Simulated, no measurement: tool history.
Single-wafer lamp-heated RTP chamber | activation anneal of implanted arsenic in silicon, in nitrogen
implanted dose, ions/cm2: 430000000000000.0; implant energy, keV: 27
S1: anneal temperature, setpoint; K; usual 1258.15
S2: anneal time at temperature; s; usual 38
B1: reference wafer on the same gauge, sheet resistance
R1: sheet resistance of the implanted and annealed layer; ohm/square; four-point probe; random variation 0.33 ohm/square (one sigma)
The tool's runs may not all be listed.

| run | hour | S1 | S2 | B1 | R1 |
|---|---|---|---|---|---|
| 1 | 0.0 | 1247.15 | 38 | 184.08 | 217.42 |
| 2 | 42.5 | 1258.15 | 38 | 184.02 | 216.65 |
|  | 65.6 | gauge calibrated |
| 3 | 102.3 | 1258.15 | 38 | 183.90 | 216.60 |
|  | 139.5 | pyrometer window cleaned and pyrometer calibrated |
| 4 | 173.9 | 1258.15 | 38 | 184.05 | 218.69 |
| 5 | 279.5 | 1258.15 | 38 | 183.95 | 217.41 |
| 6 | 369.0 | 1258.15 | 38 | 184.00 | 217.54 |
|  | 408.5 | reflector plate cleaned |
|  | 451.3 | pyrometer window cleaned and pyrometer calibrated |
| 7 | 451.8 | 1258.15 | 38 | 183.99 | 218.10 |
| 8 | 515.6 | 1258.15 | 55 | 183.90 | 215.97 |
| 9 | 611.2 | 1258.15 | 38 | 184.01 | 216.81 |
| 10 | 671.6 | 1273.15 | 56 | 184.03 | 213.88 |
| 11 | 730.4 | 1273.15 | 56 | 183.94 | 213.43 |
|  | 806.7 | pyrometer window cleaned and pyrometer calibrated |
| 12 | 807.2 | 1285.15 | 22 | 184.07 | 217.77 |

Run 13 comes next. What will it give?
|  | 810.9 | gauge calibrated |
| 13 | 903.1 | 1258.15 | 38 | ? | ? |

{"run 13": {"B1": 184.08, "R1": 217.91}}
Without the tool's hidden state the same run would have given R1 218.28 ohm/square.
